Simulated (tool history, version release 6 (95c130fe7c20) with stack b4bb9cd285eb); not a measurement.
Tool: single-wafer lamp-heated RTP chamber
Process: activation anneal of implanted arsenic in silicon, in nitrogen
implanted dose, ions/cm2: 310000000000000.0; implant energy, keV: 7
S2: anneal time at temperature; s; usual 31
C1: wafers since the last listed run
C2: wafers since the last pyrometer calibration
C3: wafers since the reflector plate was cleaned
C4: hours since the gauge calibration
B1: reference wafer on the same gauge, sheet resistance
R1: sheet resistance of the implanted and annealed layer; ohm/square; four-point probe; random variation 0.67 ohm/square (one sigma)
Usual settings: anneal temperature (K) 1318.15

{"run": 1, "hour": 0.0, "anneal temperature (K)": 1318.15, "S2": 42, "C1": 0, "C2": 2569, "C3": 11679, "C4": 745.6, "B1": 311.02, "R1": 293.68}
{"run": 2, "hour": 67.8, "anneal temperature (K)": 1318.15, "S2": 31, "C1": 754, "C2": 3323, "C3": 12433, "C4": 813.4, "B1": 311, "R1": 299.45}
{"run": 3, "hour": 137.3, "anneal temperature (K)": 1336.15, "S2": 41, "C1": 773, "C2": 4096, "C3": 13206, "C4": 882.9, "B1": 311.02, "R1": 285.84}
{"hour": 209.0, "done": "reflector plate cleaned"}
{"run": 4, "hour": 232.4, "anneal temperature (K)": 1339.15, "S2": 31, "C1": 969, "C2": 5065, "C3": 259, "C4": 978, "B1": 310.92, "R1": 293.84}
{"run": 5, "hour": 320.5, "anneal temperature (K)": 1339.15, "S2": 31, "C1": 980, "C2": 6045, "C3": 1240, "C4": 1066.1, "B1": 311.04, "R1": 290.43}
{"hour": 369.7, "done": "pyrometer window cleaned and pyrometer calibrated"}
{"run": 6, "hour": 370.2, "anneal temperature (K)": 1339.15, "S2": 31, "C1": 463, "C2": 5, "C3": 1703, "C4": 1115.8, "B1": 310.94, "R1": 294.39}
{"run": 7, "hour": 471.3, "anneal temperature (K)": 1318.15, "S2": 31, "C1": 1124, "C2": 1130, "C3": 2828, "C4": 1216.9, "B1": 311.01, "R1": 302.48}
{"run": 8, "hour": 530.9, "anneal temperature (K)": 1318.15, "S2": 31, "C1": 663, "C2": 1793, "C3": 3491, "C4": 1276.5, "B1": 311.06, "R1": 300.78}
{"run": 9, "hour": 619.6, "anneal temperature (K)": 1318.15, "S2": 31, "C1": 986, "C2": 2780, "C3": 4478, "C4": 1365.2, "B1": 311.08, "R1": 300.92}
{"run": 10, "hour": 717.2, "anneal temperature (K)": 1318.15, "S2": 31, "C1": 1085, "C2": 3866, "C3": 5564, "C4": 1462.8, "B1": 311.1, "R1": 299.52}
{"run": 11, "hour": 824.9, "anneal temperature (K)": 1318.15, "S2": 31, "C1": 1198, "C2": 5064, "C3": 6762, "C4": 1570.5, "B1": 311.15, "R1": 297.85}
{"hour": 980.2, "done": "gauge calibrated"}
{"hour": 1076.3, "done": "pyrometer window cleaned and pyrometer calibrated"}
{"run": 12, "hour": 1137.0, "anneal temperature (K)": 1307.15, "S2": 31, "C1": 3383, "C2": 675, "C3": 10145, "C4": 156.8, "B1": 311.06, "R1": 306}
{"run": 13, "hour": 1220.5, "anneal temperature (K)": 1307.15, "S2": 31, "C1": 928, "C2": 1604, "C3": 11074, "C4": 240.3, "B1": 310.84, "R1": 305.21}
{"run": 14, "hour": 1287.0, "anneal temperature (K)": 1318.15, "S2": 31, "C1": 739, "C2": 2344, "C3": 11814, "C4": 306.8, "B1": 311.13, "R1": 300.1}
{"run": 15, "hour": 1370.4, "anneal temperature (K)": 1318.15, "S2": 31, "C1": 927, "C2": 3271, "C3": 12742, "C4": 390.2, "B1": 311.1, "R1": 299.19}
{"run": 16, "hour": 1432.3, "anneal temperature (K)": 1318.15, "S2": 31, "C1": 688, "C2": 3960, "C3": 13431, "C4": 452.1, "B1": 311, "R1": 299.17}
{"run": 17, "hour": 1513.5, "anneal temperature (K)": 1318.15, "S2": 31, "C1": 903, "C2": 4863, "C3": 14334, "C4": 533.3, "B1": 311.06, "R1": 298.71}
{"hour": 1540.0, "done": "reflector plate cleaned"}
{"run": 18, "hour": 1584.0, "anneal temperature (K)": 1329.15, "S2": 31, "C1": 695, "C2": 5559, "C3": 489, "C4": 603.8, "B1": 311.04, "R1": 296.29}
{"run": 19, "hour": 1676.7, "anneal temperature (K)": 1296.15, "S2": 31, "C1": 1031, "C2": 6590, "C3": 1521, "C4": 696.5, "B1": 310.99, "R1": 309.48}
{"hour": 1707.5, "done": "pyrometer window cleaned and pyrometer calibrated"}
{"run": 20, "hour": 1739.5, "anneal temperature (K)": 1309.15, "S2": 42, "C1": 609, "C2": 355, "C3": 2130, "C4": 759.3, "B1": 311.08, "R1": 301.55}
{"run": 21, "hour": 1789.1, "anneal temperature (K)": 1334.15, "S2": 31, "C1": 551, "C2": 907, "C3": 2682, "C4": 808.9, "B1": 310.87, "R1": 296.24}
{"run": 22, "hour": 1835.6, "anneal temperature (K)": 1290.15, "S2": 31, "C1": 517, "C2": 1424, "C3": 3200, "C4": 855.4, "B1": 311.01, "R1": 314.52}
{"run": 23, "hour": 1877.3, "anneal temperature (K)": 1346.15, "S2": 42, "C1": 463, "C2": 1888, "C3": 3664, "C4": 897.1, "B1": 311.07, "R1": 283.65}
{"run": 24, "hour": 1952.8, "anneal temperature (K)": 1294.15, "S2": 16, "C1": 839, "C2": 2728, "C3": 4503, "C4": 972.6, "B1": 311.06, "R1": 322.81}
{"run": 25, "hour": 2237.9, "anneal temperature (K)": 1318.15, "S2": 31, "C1": 3171, "C2": 5900, "C3": 7675, "C4": 1257.7, "B1": 311.01, "R1": 297.65}
{"hour": 2328.7, "done": "pyrometer window cleaned and pyrometer calibrated"}
{"run": 26, "hour": 2337.5, "anneal temperature (K)": 1318.15, "S2": 31, "C1": 1019, "C2": 98, "C3": 8694, "C4": 1357.3, "B1": 310.82, "R1": 302.24}
{"run": 27, "hour": 2381.2, "anneal temperature (K)": 1318.15, "S2": 23, "C1": 486, "C2": 584, "C3": 9181, "C4": 1401, "B1": 310.93, "R1": 306.85}
{"run": 28, "hour": 2473.7, "anneal temperature (K)": 1334.15, "S2": 17, "C1": 1029, "C2": 1613, "C3": 10210, "C4": 1493.5, "B1": 310.82, "R1": 305.25}
{"run": 29, "hour": 2513.3, "anneal temperature (K)": 1318.15, "S2": 39, "C1": 440, "C2": 2054, "C3": 10650, "C4": 1533.1, "B1": 310.91, "R1": 296.94}
{"run": 30, "hour": 2552.5, "anneal temperature (K)": 1318.15, "S2": 15, "C1": 436, "C2": 2490, "C3": 11086, "C4": 1572.3, "B1": 311.11, "R1": 314.7}
{"run": 31, "hour": 2599.4, "anneal temperature (K)": 1332.15, "S2": 22, "C1": 521, "C2": 3011, "C3": 11608, "C4": 1619.2, "B1": 311.15, "R1": 299.49}
{"run": 32, "hour": 2685.3, "anneal temperature (K)": 1297.15, "S2": 48, "C1": 955, "C2": 3967, "C3": 12564, "C4": 1705.1, "B1": 311.09, "R1": 299.16}
{"hour": 2715.1, "done": "reflector plate cleaned"}
{"hour": 2769.9, "done": "gauge calibrated"}
{"run": 33, "hour": 2778.5, "anneal temperature (K)": 1330.15, "S2": 24, "C1": 947, "C2": 4915, "C3": 705, "C4": 8.6, "B1": 310.89, "R1": 301.5}
{"run": 34, "hour": 2864.3, "anneal temperature (K)": 1306.15, "S2": 17, "C1": 954, "C2": 5869, "C3": 1659, "C4": 94.4, "B1": 311, "R1": 315.16}
{"hour": 2962.1, "done": "pyrometer window cleaned and pyrometer calibrated"}
{"run": 35, "hour": 3142.0, "anneal temperature (K)": 1318.15, "S2": 31, "C1": 3000, "C2": 2001, "C3": 4660, "C4": 372.1, "B1": 311.2, "R1": 301.58}
{"run": 36, "hour": 3212.3, "anneal temperature (K)": 1340.15, "S2": 25, "C1": 782, "C2": 2783, "C3": 5442, "C4": 442.4, "B1": 310.86, "R1": 295.14}
{"run": 37, "hour": 3269.3, "anneal temperature (K)": 1318.15, "S2": 31, "C1": 634, "C2": 3417, "C3": 6076, "C4": 499.4, "B1": 310.88, "R1": 300.55}

Some steps in R1 between neighbouring runs. How much of each would the tool show without its hidden state too (settings, what came in, random variation), and how much is left for the hidden state, with any gauge scatter that isn't in both results?
The hidden state here: true wafer temperature minus pyrometer reading, K; wafer temperature error from the tarnished reflector plate, K; gauge reads high (%).
Run 5 -> 6: pyrometer window cleaned and pyrometer calibrated. R1 +3.96 ohm/square: hidden state +3.7, all else +0.26.
Run 19 -> 20: anneal temperature (K) 1296.15 -> 1309.15, S2 31 -> 42, pyrometer window cleaned and pyrometer calibrated. R1 -7.93 ohm/square: hidden state +3.63, all else -11.56.
Run 22 -> 23: anneal temperature (K) 1290.15 -> 1346.15, S2 31 -> 42. R1 -30.87 ohm/square: hidden state -0.84, all else -30.03.
Run 23 -> 24: anneal temperature (K) 1346.15 -> 1294.15, S2 42 -> 16. R1 +39.16 ohm/square: hidden state +0.02, all else +39.14.
Run 24 -> 25: anneal temperature (K) 1294.15 -> 1318.15, S2 16 -> 31. R1 -25.16 ohm/square: hidden state -3.48, all else -21.68.
Run 25 -> 26: pyrometer window cleaned and pyrometer calibrated. R1 +4.59 ohm/square: hidden state +3.79, all else +0.8.

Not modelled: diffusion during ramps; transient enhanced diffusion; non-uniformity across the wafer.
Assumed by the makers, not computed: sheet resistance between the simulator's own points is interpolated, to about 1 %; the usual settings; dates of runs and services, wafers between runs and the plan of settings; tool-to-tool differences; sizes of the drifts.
